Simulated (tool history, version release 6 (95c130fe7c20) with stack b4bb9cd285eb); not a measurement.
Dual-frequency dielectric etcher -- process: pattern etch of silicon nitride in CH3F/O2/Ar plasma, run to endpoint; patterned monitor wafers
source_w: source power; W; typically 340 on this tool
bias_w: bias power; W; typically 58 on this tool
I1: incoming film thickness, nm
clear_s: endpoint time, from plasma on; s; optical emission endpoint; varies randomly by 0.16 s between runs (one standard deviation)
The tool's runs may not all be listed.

{"run": 1, "hour": 0.0, "source_w": 400, "bias_w": 58, "I1": 31.58, "clear_s": 49.2}
{"run": 2, "hour": 26.5, "source_w": 400, "bias_w": 58, "I1": 31.65, "clear_s": 49.2}
{"run": 3, "hour": 71.5, "source_w": 400, "bias_w": 58, "I1": 31.85, "clear_s": 49.6}
{"run": 4, "hour": 122.5, "source_w": 340, "bias_w": 51, "I1": 31.81, "clear_s": 55.3}
{"run": 5, "hour": 189.9, "source_w": 340, "bias_w": 68, "I1": 31.81, "clear_s": 49.6}
{"run": 6, "hour": 219.9, "source_w": 340, "bias_w": 68, "I1": 31.8, "clear_s": 49.6}
{"run": 7, "hour": 262.7, "source_w": 310, "bias_w": 58, "I1": 31.93, "clear_s": 54.8}
{"run": 8, "hour": 314.1, "source_w": 310, "bias_w": 58, "I1": 31.7, "clear_s": 54.3}
{"hour": 348.7, "done": "wet clean of the chamber"}
{"run": 9, "hour": 367.5, "source_w": 310, "bias_w": 58, "I1": 32.16, "clear_s": 57.6}
{"hour": 520.6, "done": "source power generator calibrated"}
{"run": 10, "hour": 537.8, "source_w": 400, "bias_w": 48, "I1": 31.63, "clear_s": 53.3}
{"hour": 591.1, "done": "upper electrode replaced, of another model than before"}
{"run": 11, "hour": 591.6, "source_w": 340, "bias_w": 69, "I1": 32.12, "clear_s": 48.9}
{"hour": 619.1, "done": "bias power generator calibrated"}
{"run": 12, "hour": 630.9, "source_w": 340, "bias_w": 49, "I1": 31.97, "clear_s": 59.6}
{"run": 13, "hour": 661.0, "source_w": 340, "bias_w": 58, "I1": 32.0, "clear_s": 53.9}
{"run": 14, "hour": 693.8, "source_w": 300, "bias_w": 72, "I1": 31.9, "clear_s": 51.2}
{"run": 15, "hour": 739.4, "source_w": 290, "bias_w": 54, "I1": 31.83, "clear_s": 61.2}
{"run": 16, "hour": 785.4, "source_w": 280, "bias_w": 52, "I1": 31.95, "clear_s": 63.9}
{"run": 17, "hour": 824.6, "source_w": 270, "bias_w": 62, "I1": 31.97, "clear_s": 58.6}
{"run": 18, "hour": 894.3, "source_w": 340, "bias_w": 58, "I1": 31.75, "clear_s": 52.4}
{"run": 19, "hour": 941.3, "source_w": 380, "bias_w": 54, "I1": 31.68, "clear_s": 50.9}

Each row is a separate what-if for the run after 19, all from the same tool condition, not one after another. Results?
{"run": "A", "hour": 941.7, "source_w": 340, "bias_w": 58, "I1": 31.9, "clear_s": "?"}
{"run": "B", "hour": 941.7, "source_w": 300, "bias_w": 58, "I1": 31.9, "clear_s": "?"}
{"run": "C", "hour": 941.7, "source_w": 300, "bias_w": 49, "I1": 31.9, "clear_s": "?"}
{"run": "D", "hour": 941.7, "source_w": 340, "bias_w": 54, "I1": 31.9, "clear_s": "?"}
{"run": "E", "hour": 941.7, "source_w": 290, "bias_w": 58, "I1": 31.9, "clear_s": "?"}

run=A clear_s=52.7
run=B clear_s=56.9
run=C clear_s=63.2
run=D clear_s=55.0
run=E clear_s=58.2
The same runs, with their run-to-run variation unchanged, on a tool lacking any hidden condition would have given:
run=A clear_s=54.7
run=B clear_s=59.1
run=C clear_s=65.6
run=D clear_s=57.1
run=E clear_s=60.4
